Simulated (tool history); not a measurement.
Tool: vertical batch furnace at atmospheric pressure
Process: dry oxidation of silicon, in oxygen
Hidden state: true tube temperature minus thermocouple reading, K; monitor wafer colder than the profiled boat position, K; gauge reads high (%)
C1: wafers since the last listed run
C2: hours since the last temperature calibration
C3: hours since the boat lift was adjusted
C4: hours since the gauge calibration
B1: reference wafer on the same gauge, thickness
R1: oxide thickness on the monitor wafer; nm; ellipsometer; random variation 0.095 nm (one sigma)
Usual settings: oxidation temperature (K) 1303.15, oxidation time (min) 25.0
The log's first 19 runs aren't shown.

{"hour": 528.2, "done": "gauge calibrated"}
{"run": 20, "hour": 535.9, "oxidation temperature (K)": 1279.15, "oxidation time (min)": 20.5, "C1": 757, "C2": 242.4, "C3": 4365.8, "C4": 7.7, "B1": 58.51, "R1": 46.8}
{"run": 21, "hour": 553.6, "oxidation temperature (K)": 1303.15, "oxidation time (min)": 25.0, "C1": 377, "C2": 260.1, "C3": 4383.5, "C4": 25.4, "B1": 58.46, "R1": 53.59}
{"run": 22, "hour": 575.1, "oxidation temperature (K)": 1287.15, "oxidation time (min)": 15.5, "C1": 459, "C2": 281.6, "C3": 4405.0, "C4": 46.9, "B1": 58.55, "R1": 45.13}
{"run": 23, "hour": 606.8, "oxidation temperature (K)": 1309.15, "oxidation time (min)": 18.5, "C1": 676, "C2": 313.3, "C3": 4436.7, "C4": 78.6, "B1": 58.49, "R1": 50.34}
{"run": 24, "hour": 632.4, "oxidation temperature (K)": 1303.15, "oxidation time (min)": 25.0, "C1": 546, "C2": 338.9, "C3": 4462.3, "C4": 104.2, "B1": 58.52, "R1": 53.62}
{"run": 25, "hour": 667.1, "oxidation temperature (K)": 1319.15, "oxidation time (min)": 36.5, "C1": 740, "C2": 373.6, "C3": 4497.0, "C4": 138.9, "B1": 58.51, "R1": 66.05}
{"hour": 703.8, "done": "boat lift adjusted"}
{"run": 26, "hour": 704.3, "oxidation temperature (K)": 1280.15, "oxidation time (min)": 21.0, "C1": 281, "C2": 410.8, "C3": 0.5, "C4": 176.1, "B1": 58.46, "R1": 47.2}
{"run": 27, "hour": 707.8, "oxidation temperature (K)": 1289.15, "oxidation time (min)": 15.5, "C1": 74, "C2": 414.3, "C3": 4.0, "C4": 179.6, "B1": 58.52, "R1": 45.29}
{"run": 28, "hour": 740.0, "oxidation temperature (K)": 1292.15, "oxidation time (min)": 25.0, "C1": 687, "C2": 446.5, "C3": 36.2, "C4": 211.8, "B1": 58.46, "R1": 51.6}
{"run": 29, "hour": 769.4, "oxidation temperature (K)": 1303.15, "oxidation time (min)": 25.0, "C1": 627, "C2": 475.9, "C3": 65.6, "C4": 241.2, "B1": 58.47, "R1": 53.78}
{"run": 30, "hour": 791.8, "oxidation temperature (K)": 1303.15, "oxidation time (min)": 32.0, "C1": 478, "C2": 498.3, "C3": 88.0, "C4": 263.6, "B1": 58.52, "R1": 58.33}
{"run": 31, "hour": 821.4, "oxidation temperature (K)": 1327.15, "oxidation time (min)": 30.5, "C1": 631, "C2": 527.9, "C3": 117.6, "C4": 293.2, "B1": 58.52, "R1": 64.37}
{"run": 32, "hour": 840.0, "oxidation temperature (K)": 1303.15, "oxidation time (min)": 28.5, "C1": 397, "C2": 546.5, "C3": 136.2, "C4": 311.8, "B1": 58.49, "R1": 56.12}
{"run": 33, "hour": 886.6, "oxidation temperature (K)": 1303.15, "oxidation time (min)": 25.0, "C1": 994, "C2": 593.1, "C3": 182.8, "C4": 358.4, "B1": 58.5, "R1": 54.08}
{"run": 34, "hour": 902.2, "oxidation temperature (K)": 1291.15, "oxidation time (min)": 31.0, "C1": 333, "C2": 608.7, "C3": 198.4, "C4": 374.0, "B1": 58.49, "R1": 54.88}
{"run": 35, "hour": 916.9, "oxidation temperature (K)": 1313.15, "oxidation time (min)": 21.0, "C1": 313, "C2": 623.4, "C3": 213.1, "C4": 388.7, "B1": 58.47, "R1": 53.3}
{"run": 36, "hour": 931.6, "oxidation temperature (K)": 1327.15, "oxidation time (min)": 21.0, "C1": 313, "C2": 638.1, "C3": 227.8, "C4": 403.4, "B1": 58.51, "R1": 56.27}
{"run": 37, "hour": 948.3, "oxidation temperature (K)": 1303.15, "oxidation time (min)": 25.0, "C1": 356, "C2": 654.8, "C3": 244.5, "C4": 420.1, "B1": 58.48, "R1": 53.76}
{"run": 38, "hour": 994.9, "oxidation temperature (K)": 1303.15, "oxidation time (min)": 25.0, "C1": 994, "C2": 701.4, "C3": 291.1, "C4": 466.7, "B1": 58.5, "R1": 53.81}

Forecast each of these 5 alternatives for the next run:
{"run": "A", "hour": 998.6, "oxidation temperature (K)": 1303.15, "oxidation time (min)": 25.0, "C1": 78, "C2": 705.1, "C3": 294.8, "C4": 470.4, "B1": "?", "R1": "?"}
{"run": "B", "hour": 998.6, "oxidation temperature (K)": 1295.15, "oxidation time (min)": 29.5, "C1": 78, "C2": 705.1, "C3": 294.8, "C4": 470.4, "B1": "?", "R1": "?"}
{"run": "C", "hour": 998.6, "oxidation temperature (K)": 1326.15, "oxidation time (min)": 34.5, "C1": 78, "C2": 705.1, "C3": 294.8, "C4": 470.4, "B1": "?", "R1": "?"}
{"run": "D", "hour": 998.6, "oxidation temperature (K)": 1293.15, "oxidation time (min)": 17.5, "C1": 78, "C2": 705.1, "C3": 294.8, "C4": 470.4, "B1": "?", "R1": "?"}
{"run": "E", "hour": 998.6, "oxidation temperature (K)": 1303.15, "oxidation time (min)": 19.5, "C1": 78, "C2": 705.1, "C3": 294.8, "C4": 470.4, "B1": "?", "R1": "?"}

run=A B1=58.51 R1=53.98
run=B B1=58.51 R1=55.04
run=C B1=58.51 R1=67.47
run=D B1=58.51 R1=47.32
run=E B1=58.51 R1=50.24
Without the tool's hidden state the same runs would have given:
run=A R1=53.33
run=B R1=54.35
run=C R1=66.43
run=D R1=46.88
run=E R1=49.71

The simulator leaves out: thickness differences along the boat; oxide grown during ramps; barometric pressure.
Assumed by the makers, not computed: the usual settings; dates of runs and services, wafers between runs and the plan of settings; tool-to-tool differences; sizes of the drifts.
